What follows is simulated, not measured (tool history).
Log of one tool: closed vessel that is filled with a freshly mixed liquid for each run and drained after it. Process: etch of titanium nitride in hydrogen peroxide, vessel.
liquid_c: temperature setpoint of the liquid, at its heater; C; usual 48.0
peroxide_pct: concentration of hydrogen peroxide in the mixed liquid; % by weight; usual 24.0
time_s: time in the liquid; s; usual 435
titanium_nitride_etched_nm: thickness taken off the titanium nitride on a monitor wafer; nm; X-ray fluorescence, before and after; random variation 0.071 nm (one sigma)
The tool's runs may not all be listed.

| run | day | liquid_c | peroxide_pct | time_s | read-back film thickness of the titanium nitride reference wafer, read on the same gauge (nm) | titanium_nitride_etched_nm |
|---|---|---|---|---|---|---|
| 1 | 0.000 | 48.0 | 29.5 | 435 | 49.95 | 19.15 |
| 2 | 1.550 | 41.0 | 24.0 | 485 | 50.00 | 12.05 |
| 3 | 4.942 | 41.0 | 24.0 | 485 | 50.00 | 12.01 |
| 4 | 7.629 | 48.0 | 29.0 | 435 | 50.05 | 18.79 |
| 5 | 10.496 | 51.5 | 24.0 | 435 | 49.99 | 23.28 |
| 6 | 12.692 | 51.5 | 24.0 | 435 | 50.00 | 23.17 |
|  | 16.158 | new drum of peroxide connected |
| 7 | 16.992 | 48.0 | 24.0 | 435 | 50.04 | 18.17 |
|  | 19.796 | thermometer replaced |
| 8 | 21.079 | 48.0 | 18.5 | 435 | 50.01 | 17.32 |
| 9 | 25.125 | 54.0 | 24.0 | 435 | 49.97 | 27.90 |
| 10 | 28.288 | 48.0 | 24.0 | 435 | 50.01 | 18.20 |
|  | 36.179 | gauge calibrated |
| 11 | 36.596 | 57.5 | 24.0 | 435 | 50.00 | 35.18 |
|  | 39.658 | peroxide flow meter replaced |
| 12 | 40.079 | 44.0 | 24.0 | 640 | 49.99 | 20.11 |
| 13 | 42.708 | 42.0 | 24.0 | 435 | 49.95 | 11.76 |
| 14 | 44.554 | 45.0 | 24.0 | 280 | 50.03 | 9.51 |
|  | 44.775 | new drum of peroxide connected |
| 15 | 47.279 | 45.0 | 24.0 | 280 | 50.00 | 9.57 |
| 16 | 50.621 | 48.0 | 30.0 | 435 | 50.05 | 19.62 |
| 17 | 62.646 | 56.0 | 26.0 | 215 | 49.99 | 16.43 |

4 ways to go on from here, each from the tool as it stands after run 17. What would each give?
| A | 62.679 | 48.0 | 24.0 | 435 | ? | ? |
| B | 62.679 | 48.0 | 19.0 | 435 | ? | ? |
| C | 62.679 | 52.0 | 28.0 | 435 | ? | ? |
| D | 62.679 | 48.0 | 24.0 | 575 | ? | ? |

| run | read-back film thickness of the titanium nitride reference wafer, read on the same gauge (nm) | titanium_nitride_etched_nm |
|---|---|---|
| A | 50.05 | 18.45 |
| B | 50.05 | 17.55 |
| C | 50.05 | 25.47 |
| D | 50.05 | 24.39 |
Without the tool's hidden state the same runs would have given:
| run | titanium_nitride_etched_nm |
|---|---|
| A | 18.86 |
| B | 17.93 |
| C | 26.04 |
| D | 24.93 |
